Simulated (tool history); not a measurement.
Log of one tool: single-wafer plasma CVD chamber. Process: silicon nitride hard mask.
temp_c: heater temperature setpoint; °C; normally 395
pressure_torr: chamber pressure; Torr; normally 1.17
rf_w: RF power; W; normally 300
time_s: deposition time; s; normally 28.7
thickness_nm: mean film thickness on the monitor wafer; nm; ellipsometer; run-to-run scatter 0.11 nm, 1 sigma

run     day  temp_c  pressure_torr  rf_w  time_s  read-back reference wafer on the same gauge, thickness_nm  thickness_nm
  1       0     395           1.17   300    28.7                                                     25.402        28.267
  2   2.833     395           1.17   300    28.7                                                     25.394         28.21
  3   6.312     395           1.17   300    28.7                                                     25.402        28.245
      9.983  -- capacitance manometer re-zeroed and calibrated
  4  10.608     395           1.17   300    28.7                                                     25.458        28.267
  5  14.058     395           1.17   340    26.8                                                     25.413          27.5
  6  17.467     395           1.17   300    28.7                                                     25.379        27.939
  7  21.417     395           1.17   300    28.7                                                       25.4         28.02
  8  24.667     395           1.17   300    28.7                                                     25.409        28.066
  9  26.371     395           1.17   300    28.7                                                     25.407         27.85
 10  28.667     395           1.17   300    28.7                                                     25.401        27.958
 11  30.521     390           1.17   300    30.1                                                     25.394        29.265
     33.079  -- gauge calibrated
     34.808  -- thermocouple changed; heater temperature recalibrated
 12  34.829     395           1.17   300    28.7                                                     25.389        27.911
 13  37.842     395           1.17   300    28.7                                                     25.387        28.019
 14  39.692     395           1.17   300    28.7                                                     25.401        27.918
 15  41.958     395           1.35   275      26                                                     25.443        25.795
 16  44.058     395           1.46   260    28.7                                                     25.448        28.617
 17  46.612     395           1.17   300    28.7                                                     25.416        28.246
     47.492  -- RF generator calibrated
 18  48.212     387           1.17   250    28.7                                                     25.363        26.214
     51.742  -- capacitance manometer re-zeroed and calibrated
 19  51.979     395           1.28   300    28.7                                                     25.409        28.579
 20  54.762     390           1.17   300    30.1                                                     25.402        29.058
     57.804  -- showerhead replaced
 21  59.104     403           1.07   265    30.5                                                     25.389        27.231
 22  60.871     395           1.17   300    28.7                                                       25.4        27.627
     62.079  -- RF generator calibrated, repeated, since the last time left the tool worse
 23  63.592     395           1.17   300    28.7                                                     25.408        28.592
 24  65.971     409           1.17   300    28.7                                                     25.349        28.251
 25  69.896     383           1.17   255    23.2                                                     25.365        21.901
 26  71.462     389           1.17   300    23.7                                                     25.436        23.701
 27  75.879     407            1.4   270      32                                                     25.393        32.275
 28  78.088     395           1.17   300    28.7                                                     25.435        28.237

Forecast each of these 4 alternatives for the next run:
  A  78.104     395           1.17   300    30.2                                                          ?             ?
  B  78.104     395           1.17   300    34.4                                                          ?             ?
  C  78.104     395           1.17   300    23.5                                                          ?             ?
  D  78.104     395            1.4   300      33                                                          ?             ?

run  read-back reference wafer on the same gauge, thickness_nm  thickness_nm
  A                                                     25.406         29.93
  B                                                     25.406        34.082
  C                                                     25.406        23.304
  D                                                     25.406        34.593
Had the tool no hidden state, the same runs would have come out as:
run  thickness_nm
  A        30.177
  B        34.364
  C        23.497
  D         34.88

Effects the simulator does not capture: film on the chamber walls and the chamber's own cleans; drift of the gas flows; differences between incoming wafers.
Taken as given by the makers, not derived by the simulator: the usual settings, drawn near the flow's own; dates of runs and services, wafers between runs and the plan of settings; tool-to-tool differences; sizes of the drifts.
